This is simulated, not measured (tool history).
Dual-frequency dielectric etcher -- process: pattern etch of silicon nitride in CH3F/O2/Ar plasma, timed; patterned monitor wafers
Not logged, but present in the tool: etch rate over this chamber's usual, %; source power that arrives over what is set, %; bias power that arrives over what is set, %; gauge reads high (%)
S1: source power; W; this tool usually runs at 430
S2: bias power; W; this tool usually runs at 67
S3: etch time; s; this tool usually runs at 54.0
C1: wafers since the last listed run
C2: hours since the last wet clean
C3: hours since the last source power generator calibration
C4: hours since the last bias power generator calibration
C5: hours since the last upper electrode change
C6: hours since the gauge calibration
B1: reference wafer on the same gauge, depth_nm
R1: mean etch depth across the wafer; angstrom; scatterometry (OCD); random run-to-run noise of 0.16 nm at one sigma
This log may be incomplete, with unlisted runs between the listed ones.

Run 1, hour 0.0: usual settings; C1 0; C2 419.9; C3 3446.3; C4 2292.4; C5 5379.2; C6 449.6; B1 41.69. Result: R1 385.8 angstrom.
At hour 43.9: gauge calibrated.
Run 2, hour 90.8: usual settings; C1 746; C2 510.7; C3 3537.1; C4 2383.2; C5 5470.0; C6 46.9; B1 41.74. Result: R1 387.6 angstrom.
Run 3, hour 115.3: usual settings; C1 201; C2 535.2; C3 3561.6; C4 2407.7; C5 5494.5; C6 71.4; B1 41.74. Result: R1 389.4 angstrom.
Run 4, hour 138.9: usual settings but S3 45.5 s; C1 193; C2 558.8; C3 3585.2; C4 2431.3; C5 5518.1; C6 95.0; B1 41.67. Result: R1 329.5 angstrom.
Run 5, hour 156.4: usual settings but S3 45.5 s; C1 143; C2 576.3; C3 3602.7; C4 2448.8; C5 5535.6; C6 112.5; B1 41.69. Result: R1 328.9 angstrom.
Run 6, hour 181.7: usual settings but S3 45.5 s; C1 207; C2 601.6; C3 3628.0; C4 2474.1; C5 5560.9; C6 137.8; B1 41.74. Result: R1 329.6 angstrom.
Run 7, hour 200.0: usual settings; C1 150; C2 619.9; C3 3646.3; C4 2492.4; C5 5579.2; C6 156.1; B1 41.75. Result: R1 391.2 angstrom.
At hour 236.1: wet clean of the chamber.
Run 8, hour 236.6: usual settings; C1 103; C2 0.5; C3 3682.9; C4 2529.0; C5 5615.8; C6 192.7; B1 41.76. Result: R1 369.1 angstrom.
At hour 280.5: upper electrode replaced.
Run 9, hour 281.0: usual settings; C1 167; C2 44.9; C3 3727.3; C4 2573.4; C5 0.5; C6 237.1; B1 41.72. Result: R1 365.6 angstrom.
Run 10, hour 284.4: usual settings; C1 27; C2 48.3; C3 3730.7; C4 2576.8; C5 3.9; C6 240.5; B1 41.71. Result: R1 369.5 angstrom.
Run 11, hour 304.2: usual settings; C1 162; C2 68.1; C3 3750.5; C4 2596.6; C5 23.7; C6 260.3; B1 41.60. Result: R1 365.2 angstrom.
Run 12, hour 321.1: usual settings but S3 64.5 s; C1 138; C2 85.0; C3 3767.4; C4 2613.5; C5 40.6; C6 277.2; B1 41.77. Result: R1 445.0 angstrom.
Run 13, hour 336.4: usual settings but S3 64.5 s; C1 125; C2 100.3; C3 3782.7; C4 2628.8; C5 55.9; C6 292.5; B1 41.71. Result: R1 443.0 angstrom.
Run 14, hour 364.3: usual settings but S1 470 W, S2 78 W, S3 69.0 s; C1 229; C2 128.2; C3 3810.6; C4 2656.7; C5 83.8; C6 320.4; B1 41.78. Result: R1 510.8 angstrom.
Run 15, hour 382.1: usual settings but S1 390 W, S2 82 W, S3 63.5 s; C1 146; C2 146.0; C3 3828.4; C4 2674.5; C5 101.6; C6 338.2; B1 41.76. Result: R1 451.0 angstrom.
Run 16, hour 405.0: usual settings but S1 480 W, S2 58 W, S3 66.5 s; C1 188; C2 168.9; C3 3851.3; C4 2697.4; C5 124.5; C6 361.1; B1 41.68. Result: R1 451.6 angstrom.
At hour 430.3: source power generator calibrated.
Run 17, hour 438.7: usual settings but S2 54 W, S3 66.5 s; C1 244; C2 202.6; C3 8.4; C4 2731.1; C5 158.2; C6 394.8; B1 41.63. Result: R1 430.6 angstrom.
Run 18, hour 460.9: usual settings but S1 480 W, S2 59 W, S3 39.5 s; C1 182; C2 224.8; C3 30.6; C4 2753.3; C5 180.4; C6 417.0; B1 41.70. Result: R1 273.1 angstrom.
Run 19, hour 472.9: usual settings but S1 520 W, S2 79 W; C1 98; C2 236.8; C3 42.6; C4 2765.3; C5 192.4; C6 429.0; B1 41.61. Result: R1 412.7 angstrom.
Run 20, hour 486.9: usual settings but S2 55 W, S3 66.5 s; C1 115; C2 250.8; C3 56.6; C4 2779.3; C5 206.4; C6 443.0; B1 41.78. Result: R1 438.5 angstrom.
At hour 496.6: bias power generator calibrated.
Run 21, hour 517.4: usual settings but S1 330 W, S2 51 W; C1 217; C2 281.3; C3 87.1; C4 20.8; C5 236.9; C6 473.5; B1 41.70. Result: R1 321.5 angstrom.
Run 22, hour 539.7: usual settings; C1 183; C2 303.6; C3 109.4; C4 43.1; C5 259.2; C6 495.8; B1 41.69. Result: R1 374.1 angstrom.
Run 23, hour 564.3: usual settings but S1 480 W; C1 202; C2 328.2; C3 134.0; C4 67.7; C5 283.8; C6 520.4; B1 41.67. Result: R1 388.7 angstrom.
At hour 564.5: gauge calibrated.
Run 24, hour 596.4: usual settings; C1 263; C2 360.3; C3 166.1; C4 99.8; C5 315.9; C6 31.9; B1 41.68. Result: R1 377.0 angstrom.
Run 25, hour 618.2: usual settings; C1 179; C2 382.1; C3 187.9; C4 121.6; C5 337.7; C6 53.7; B1 41.75. Result: R1 378.1 angstrom.
Run 26, hour 644.2: usual settings; C1 213; C2 408.1; C3 213.9; C4 147.6; C5 363.7; C6 79.7; B1 41.72. Result: R1 379.0 angstrom.
Run 27, hour 668.9: usual settings but S1 500 W, S3 63.5 s; C1 202; C2 432.8; C3 238.6; C4 172.3; C5 388.4; C6 104.4; B1 41.70. Result: R1 467.2 angstrom.
Run 28, hour 692.8: usual settings but S1 490 W; C1 196; C2 456.7; C3 262.5; C4 196.2; C5 412.3; C6 128.3; B1 41.69. Result: R1 395.8 angstrom.
Run 29, hour 793.2: usual settings but S1 320 W, S2 77 W; C1 824; C2 557.1; C3 362.9; C4 296.6; C5 512.7; C6 228.7; B1 41.64. Result: R1 370.8 angstrom.
Run 30, hour 824.9: usual settings but S1 380 W, S2 54 W, S3 42.0 s; C1 260; C2 588.8; C3 394.6; C4 328.3; C5 544.4; C6 260.4; B1 41.65. Result: R1 272.5 angstrom.
Run 31, hour 854.8: usual settings but S3 61.0 s; C1 245; C2 618.7; C3 424.5; C4 358.2; C5 574.3; C6 290.3; B1 41.70. Result: R1 433.6 angstrom.

Consider 3 possible next runs. They are alternatives, not a sequence: every one starts from the tool as it was left by run 31. What does each give?
Run A, hour 855.2: usual settings but S3 58.5 s; C1 3; C2 619.1; C3 424.9; C4 358.6; C5 574.7; C6 290.7; B1 ?. Result: R1 ?.
Run B, hour 855.2: usual settings but S2 72 W, S3 62.5 s; C1 3; C2 619.1; C3 424.9; C4 358.6; C5 574.7; C6 290.7; B1 ?. Result: R1 ?.
Run C, hour 855.2: usual settings but S2 51 W, S3 39.5 s; C1 3; C2 619.1; C3 424.9; C4 358.6; C5 574.7; C6 290.7; B1 ?. Result: R1 ?.

run     B1     R1
  A  41.75  418.6
  B  41.75  456.6
  C  41.75  262.3
The same runs, with their run-to-run variation unchanged, on a tool lacking any hidden condition would have given:
run     R1
  A  402.3
  B  438.9
  C  252.1
